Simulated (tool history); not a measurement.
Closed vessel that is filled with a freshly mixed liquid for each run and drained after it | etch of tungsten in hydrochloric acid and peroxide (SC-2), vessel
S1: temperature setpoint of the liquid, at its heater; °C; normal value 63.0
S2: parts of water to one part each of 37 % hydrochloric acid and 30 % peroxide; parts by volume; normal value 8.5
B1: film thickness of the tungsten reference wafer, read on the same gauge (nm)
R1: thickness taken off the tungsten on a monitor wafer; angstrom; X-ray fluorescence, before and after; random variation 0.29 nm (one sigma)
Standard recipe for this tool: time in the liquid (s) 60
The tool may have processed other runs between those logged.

Run 1, hour 0.0: usual settings; B1 79.99. Result: R1 267.8 angstrom.
Run 2, hour 28.5: usual settings; B1 79.99. Result: R1 263.7 angstrom.
Run 3, hour 69.4: usual settings; B1 80.00. Result: R1 266.0 angstrom.
Run 4, hour 139.6: usual settings but S2 7.0 parts by volume, time in the liquid (s) 45; B1 80.01. Result: R1 229.0 angstrom.
Run 5, hour 199.2: usual settings but S2 7.0 parts by volume, time in the liquid (s) 45; B1 79.99. Result: R1 229.4 angstrom.
Run 6, hour 230.6: usual settings but S2 7.0 parts by volume, time in the liquid (s) 45; B1 79.99. Result: R1 227.8 angstrom.
Run 7, hour 295.4: usual settings; B1 79.99. Result: R1 255.5 angstrom.
Run 8, hour 365.1: usual settings; B1 79.98. Result: R1 254.9 angstrom.
Run 9, hour 419.8: usual settings; B1 79.98. Result: R1 258.8 angstrom.
Run 10, hour 461.8: usual settings; B1 80.00. Result: R1 248.1 angstrom.
Run 11, hour 532.4: usual settings but S1 61.0 °C, time in the liquid (s) 75; B1 80.00. Result: R1 273.9 angstrom.
Run 12, hour 567.6: usual settings; B1 80.02. Result: R1 252.3 angstrom.
Run 13, hour 621.5: usual settings; B1 80.00. Result: R1 243.3 angstrom.
At hour 647.7: gauge calibrated.
Run 14, hour 648.4: usual settings; B1 80.01. Result: R1 240.3 angstrom.
At hour 677.0: new drum of peroxide connected.
Run 15, hour 677.5: usual settings; B1 80.00. Result: R1 265.1 angstrom.
At hour 775.8: chemicals flow meter replaced.
At hour 782.4: thermometer replaced.
Run 16, hour 817.4: usual settings; B1 80.00. Result: R1 307.4 angstrom.
Run 17, hour 859.8: usual settings; B1 79.99. Result: R1 302.4 angstrom.
Run 18, hour 897.4: usual settings; B1 80.00. Result: R1 300.2 angstrom.
Run 19, hour 933.6: usual settings; B1 79.99. Result: R1 298.4 angstrom.
Run 20, hour 959.1: usual settings but time in the liquid (s) 30; B1 80.00. Result: R1 147.7 angstrom.
Run 21, hour 1027.0: usual settings; B1 80.00. Result: R1 297.3 angstrom.
Run 22, hour 1091.0: usual settings but S2 10.0 parts by volume, time in the liquid (s) 90; B1 79.97. Result: R1 392.6 angstrom.
Run 23, hour 1130.3: usual settings but S1 55.5 °C, S2 6.0 parts by volume; B1 79.99. Result: R1 241.0 angstrom.
Run 24, hour 1195.8: usual settings but S1 58.0 °C, S2 6.0 parts by volume, time in the liquid (s) 30; B1 79.97. Result: R1 140.0 angstrom.
Run 25, hour 1243.6: usual settings; B1 79.99. Result: R1 290.5 angstrom.
Run 26, hour 1303.4: usual settings but S2 4.5 parts by volume; B1 80.00. Result: R1 458.8 angstrom.
Run 27, hour 1329.9: usual settings but time in the liquid (s) 85; B1 80.00. Result: R1 405.9 angstrom.
Run 28, hour 1377.7: usual settings but time in the liquid (s) 90; B1 80.00. Result: R1 423.6 angstrom.
Run 29, hour 1431.8: usual settings but S1 60.0 °C, S2 7.0 parts by volume, time in the liquid (s) 35; B1 80.01. Result: R1 157.7 angstrom.
Run 30, hour 1465.1: usual settings but S1 58.0 °C, S2 6.0 parts by volume, time in the liquid (s) 40; B1 80.00. Result: R1 179.4 angstrom.
Run 31, hour 1501.3: usual settings but S2 6.0 parts by volume, time in the liquid (s) 95; B1 80.00. Result: R1 591.4 angstrom.

Branching from run 31: 3 alternative next runs. What would each branch give?
Run A, hour 1502.0: usual settings but S1 69.0 °C; B1 ?. Result: R1 ?.
Run B, hour 1502.0: usual settings but time in the liquid (s) 80; B1 ?. Result: R1 ?.
Run C, hour 1502.0: usual settings but S1 54.0 °C, S2 10.0 parts by volume; B1 ?. Result: R1 ?.

run     B1     R1
  A  80.00  399.7
  B  80.00  370.1
  C  80.00  136.9
Without the tool's unlogged condition, the same runs would have read:
run     R1
  A  444.7
  B  412.4
  C  153.1
